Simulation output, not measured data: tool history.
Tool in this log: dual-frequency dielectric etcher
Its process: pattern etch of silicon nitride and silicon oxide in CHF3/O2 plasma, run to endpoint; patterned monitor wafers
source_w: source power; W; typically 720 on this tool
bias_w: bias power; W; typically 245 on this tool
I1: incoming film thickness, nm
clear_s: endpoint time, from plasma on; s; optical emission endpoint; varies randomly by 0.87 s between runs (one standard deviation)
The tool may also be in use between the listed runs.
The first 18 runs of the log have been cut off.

{"run": 19, "day": 67.308, "source_w": 820, "bias_w": 195, "I1": 206.9, "clear_s": 107.1}
{"run": 20, "day": 70.5, "source_w": 810, "bias_w": 209, "I1": 208.1, "clear_s": 105.6}
{"day": 72.692, "done": "wet clean of the chamber"}
{"run": 21, "day": 72.712, "source_w": 720, "bias_w": 245, "I1": 207.9, "clear_s": 110.2}
{"run": 22, "day": 75.183, "source_w": 550, "bias_w": 260, "I1": 208, "clear_s": 127.3}
{"run": 23, "day": 79.204, "source_w": 560, "bias_w": 286, "I1": 203.5, "clear_s": 117.3}
{"run": 24, "day": 81.596, "source_w": 540, "bias_w": 268, "I1": 209.5, "clear_s": 126.2}
{"run": 25, "day": 84.038, "source_w": 720, "bias_w": 245, "I1": 208.7, "clear_s": 109.4}
{"run": 26, "day": 86.242, "source_w": 880, "bias_w": 303, "I1": 209.8, "clear_s": 93.6}
{"run": 27, "day": 89.788, "source_w": 600, "bias_w": 245, "I1": 206.3, "clear_s": 121.5}
{"run": 28, "day": 91.971, "source_w": 720, "bias_w": 245, "I1": 208.1, "clear_s": 109.4}
{"run": 29, "day": 96.742, "source_w": 720, "bias_w": 245, "I1": 207.8, "clear_s": 108.2}
{"run": 30, "day": 99.267, "source_w": 860, "bias_w": 260, "I1": 207.1, "clear_s": 97.1}
{"day": 100.95, "done": "wet clean of the chamber"}
{"run": 31, "day": 101.458, "source_w": 560, "bias_w": 283, "I1": 207.9, "clear_s": 120.7}
{"run": 32, "day": 104.008, "source_w": 890, "bias_w": 245, "I1": 208.3, "clear_s": 99.5}
{"run": 33, "day": 106.496, "source_w": 770, "bias_w": 245, "I1": 206.5, "clear_s": 107.1}
{"run": 34, "day": 109.008, "source_w": 630, "bias_w": 209, "I1": 209.7, "clear_s": 125.2}
{"run": 35, "day": 111.296, "source_w": 580, "bias_w": 245, "I1": 209.4, "clear_s": 125.1}

4 options for the next run, each taken on its own from the tool as it stands now. Forecast them:
{"run": "A", "day": 111.317, "source_w": 720, "bias_w": 245, "I1": 207.8, "clear_s": "?"}
{"run": "B", "day": 111.317, "source_w": 650, "bias_w": 226, "I1": 207.8, "clear_s": "?"}
{"run": "C", "day": 111.317, "source_w": 820, "bias_w": 262, "I1": 207.8, "clear_s": "?"}
{"run": "D", "day": 111.317, "source_w": 870, "bias_w": 193, "I1": 207.8, "clear_s": "?"}

run=A clear_s=110.2
run=B clear_s=119.5
run=C clear_s=100.8
run=D clear_s=107.6
Without the tool's unlogged condition, the same runs would have read:
run=A clear_s=110.8
run=B clear_s=120.2
run=C clear_s=101.4
run=D clear_s=108.3
